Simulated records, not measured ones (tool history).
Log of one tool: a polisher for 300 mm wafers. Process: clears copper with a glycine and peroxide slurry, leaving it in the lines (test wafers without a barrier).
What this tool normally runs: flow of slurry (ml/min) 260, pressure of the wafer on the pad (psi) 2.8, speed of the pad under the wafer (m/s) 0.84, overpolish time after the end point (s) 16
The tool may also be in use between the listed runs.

run	hour	flow of slurry (ml/min)	pressure of the wafer on the pad (psi)	speed of the pad under the wafer (m/s)	overpolish time after the end point (s)	wafers since the last listed run	wafers polished on this pad	hours since the slurry nozzle was cleaned	hours since the head pressure was calibrated	incoming thickness of the incoming film, nm	time until the end point was called (s)	dishing of a wide line in a test structure (angstrom)
1	0.0	260	2.8	0.84	16	0	2313	34.8	643.8	516.9	100.6	285
2	37.6	260	2.8	0.84	16	183	2496	72.4	681.4	521.6	106.3	295
# hour 78.4: head pressure recalibrated
3	134.1	260	2.8	0.84	16	460	2957	168.9	55.7	514.7	102.3	280
4	230.2	295	2.8	0.84	24	468	3425	265.0	151.8	505.2	99.7	329
5	288.8	295	2.8	0.84	24	285	3711	323.6	210.4	519.5	102.3	325
6	384.4	260	2.8	1.00	16	466	4177	419.2	306.0	511.8	89.8	303
# hour 391.1: worn pad replaced by a new one
7	432.2	260	2.8	1.00	16	213	200	467.0	353.8	516.4	92.9	293
# hour 447.1: slurry nozzle cleaned, repeated, since the last time left the tool worse
8	516.8	260	2.8	0.84	16	407	607	69.7	438.4	520.4	95.4	306
9	578.6	260	2.8	0.84	16	301	909	131.5	500.2	503.0	91.6	302
10	657.8	260	3.3	0.84	13	386	1295	210.7	579.4	514.9	84.1	299
11	726.9	260	3.3	0.84	13	336	1632	279.8	648.5	522.0	87.3	296
12	774.9	345	2.8	0.84	24	234	1866	327.8	696.5	515.2	92.6	328
13	867.9	260	1.9	0.62	22	453	2319	420.8	789.5	512.6	160.4	292
# hour 939.3: head pressure recalibrated
14	969.9	220	2.8	0.96	26	487	2807	522.8	30.6	520.4	92.2	336
15	1021.4	260	2.8	0.84	16	251	3058	574.3	82.1	506.6	93.1	297
16	1100.9	260	2.8	0.84	16	387	3445	653.8	161.6	515.5	96.3	297
# hour 1109.2: worn pad replaced by a new one
17	1158.8	310	2.8	0.84	11	262	241	711.7	219.5	512.7	95.4	254
# hour 1209.7: slurry nozzle cleaned
18	1226.5	260	2.8	0.84	16	325	566	16.8	287.2	518.1	93.3	304
19	1302.3	260	3.5	0.62	16	369	936	92.6	363.0	512.3	103.2	299
20	1395.7	260	2.8	0.84	16	455	1391	186.0	456.4	511.1	93.9	304
21	1595.6	260	2.8	0.84	16	974	2366	385.9	656.3	509.1	95.6	301
# hour 1619.3: head pressure recalibrated
22	1656.9	260	3.5	0.62	16	289	2655	447.2	37.6	512.9	100.7	292
23	1708.5	260	2.5	0.66	16	251	2907	498.8	89.2	505.9	123.6	273
24	1788.5	260	2.2	0.98	16	390	3297	578.8	169.2	518.8	103.2	281
25	1831.8	260	2.8	0.84	10	211	3508	622.1	212.5	518.2	101.3	232
# hour 1846.0: worn pad replaced by a new one
# hour 2070.0: slurry nozzle cleaned
26	2074.5	185	2.8	0.84	23	1158	1109	4.5	455.2	517.9	97.9	342
27	2113.0	260	2.8	0.84	16	187	1296	43.0	493.7	515.8	94.1	305
28	2204.5	260	2.0	1.10	16	446	1742	134.5	585.2	517.7	101.1	299
29	2258.6	260	2.8	0.84	24	263	2006	188.6	639.3	521.1	92.5	340
30	2314.6	260	2.8	0.84	16	273	2279	244.6	695.3	511.1	96.1	303
31	2380.0	205	2.8	1.12	25	318	2598	310.0	760.7	525.7	80.7	346
# hour 2426.4: head pressure recalibrated
32	2433.5	210	2.8	0.84	25	251	2849	363.5	7.1	512.2	97.1	334
33	2474.1	230	2.8	0.84	16	197	3047	404.1	47.7	516.0	97.0	305
34	2540.1	290	2.3	0.84	16	321	3369	470.1	113.7	514.0	111.2	290
35	2635.7	260	2.8	0.84	10	466	3835	565.7	209.3	516.5	97.2	226

What if the next run were any one of these 3? Each begins from the tool's condition after run 35:
A	2636.2	260	2.8	0.84	16	2	3837	566.2	209.8	507.8	?	?
B	2636.2	260	2.0	0.84	20	2	3837	566.2	209.8	507.8	?	?
C	2636.2	290	3.1	1.10	24	2	3837	566.2	209.8	507.8	?	?

run	time until the end point was called (s)	dishing of a wide line in a test structure (angstrom)
A	96.8	284
B	125.4	283
C	70.2	324
With no hidden state in the tool, these same runs would have given:
run	time until the end point was called (s)	dishing of a wide line in a test structure (angstrom)
A	94.2	286
B	122.0	286
C	68.5	325
